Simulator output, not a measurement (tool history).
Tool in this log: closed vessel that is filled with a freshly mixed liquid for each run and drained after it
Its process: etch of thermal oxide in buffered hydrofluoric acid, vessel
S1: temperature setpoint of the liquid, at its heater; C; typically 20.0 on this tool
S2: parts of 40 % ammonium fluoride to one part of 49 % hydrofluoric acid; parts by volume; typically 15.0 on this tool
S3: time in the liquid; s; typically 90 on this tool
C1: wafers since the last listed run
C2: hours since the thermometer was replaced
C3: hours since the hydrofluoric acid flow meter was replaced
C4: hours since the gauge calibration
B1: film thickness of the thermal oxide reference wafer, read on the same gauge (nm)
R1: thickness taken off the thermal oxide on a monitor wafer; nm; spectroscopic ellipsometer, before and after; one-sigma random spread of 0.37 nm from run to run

run,hour,S1,S2,S3,C1,C2,C3,C4,B1,R1
1,0.0,20.0,17.5,90,0,2884.4,932.0,405.3,40.00,54.70
2,15.4,20.0,15.0,75,1267,2899.8,947.4,420.7,40.01,53.84
3,33.3,20.0,15.0,75,1473,2917.7,965.3,438.6,39.97,53.20
# hour 35.7: gauge calibrated
4,43.6,20.0,15.0,90,848,2928.0,975.6,7.9,40.00,63.20
5,56.0,20.0,15.0,90,1020,2940.4,988.0,20.3,40.01,64.21
6,68.9,20.0,15.0,90,1062,2953.3,1000.9,33.2,40.02,63.85
7,78.7,20.0,15.0,90,806,2963.1,1010.7,43.0,40.02,63.81
8,92.4,20.0,15.0,90,1127,2976.8,1024.4,56.7,40.01,64.51
9,104.8,20.0,15.0,90,1020,2989.2,1036.8,69.1,39.99,63.81
10,116.5,17.0,18.0,120,963,3000.9,1048.5,80.8,40.01,59.48
11,131.8,22.5,15.0,90,1259,3016.2,1063.8,96.1,40.01,73.24
12,148.9,24.0,15.0,45,1407,3033.3,1080.9,113.2,40.04,39.66
13,161.5,20.0,19.0,115,1037,3045.9,1093.5,125.8,39.99,64.37
14,174.9,20.0,15.0,90,1103,3059.3,1106.9,139.2,39.99,63.39
15,191.6,17.0,15.0,90,1374,3076.0,1123.6,155.9,40.00,52.84
# hour 206.6: thermometer replaced
16,207.1,17.0,19.5,90,1193,0.5,1139.1,171.4,39.98,41.72
17,219.0,20.0,15.0,90,979,12.4,1151.0,183.3,39.98,63.93
18,235.5,17.0,11.0,90,1358,28.9,1167.5,199.8,39.99,72.72
19,251.5,20.0,15.0,90,1317,44.9,1183.5,215.8,39.98,63.07
# hour 252.8: hydrofluoric acid flow meter replaced
20,267.5,20.0,17.5,90,1235,60.9,14.7,231.8,40.00,51.90
21,280.5,22.5,10.5,140,1070,73.9,27.7,244.8,39.98,155.42
22,294.8,20.0,15.0,90,1177,88.2,42.0,259.1,39.99,60.85
23,302.9,21.5,10.0,90,666,96.3,50.1,267.2,40.01,98.34
24,331.8,24.5,18.5,35,2379,125.2,79.0,296.1,40.01,24.84
25,340.6,23.5,15.0,35,724,134.0,87.8,304.9,40.04,28.84
26,351.2,20.0,12.5,90,872,144.6,98.4,315.5,39.97,72.65
27,357.7,20.0,15.0,90,535,151.1,104.9,322.0,40.02,60.37
28,367.5,20.0,15.0,90,806,160.9,114.7,331.8,40.00,60.87
29,377.2,23.0,18.5,115,798,170.6,124.4,341.5,40.00,75.22
30,394.0,20.0,16.5,90,1383,187.4,141.2,358.3,39.98,54.64
# hour 401.3: hydrofluoric acid flow meter replaced, repeated, since the last time left the tool worse
31,401.7,17.0,20.5,90,551,195.1,0.4,366.0,39.98,41.71
32,415.6,20.0,13.0,50,1144,209.0,14.3,379.9,39.99,42.38
33,433.0,18.5,15.0,55,1432,226.4,31.7,397.3,39.98,37.10

What the log doesn't show, run by run:
liquid hotter than its thermometer reads (K): 0 at every run
gauge reads high (%): 0 at every run
H1: hydrofluoric acid flow below the setpoint (%)
run,H1
1,4.69
2,4.75
3,4.83
4,4.88
5,4.93
6,4.99
7,5.03
8,5.09
9,5.15
10,5.2
11,5.27
12,5.34
13,5.4
14,5.45
15,5.53
16,5.6
17,5.65
18,5.72
19,5.79
20,9.25
21,9.3
22,9.37
23,9.4
24,9.53
25,9.57
26,9.61
27,9.64
28,9.68
29,9.73
30,9.8
31,1.42
32,1.48
33,1.56
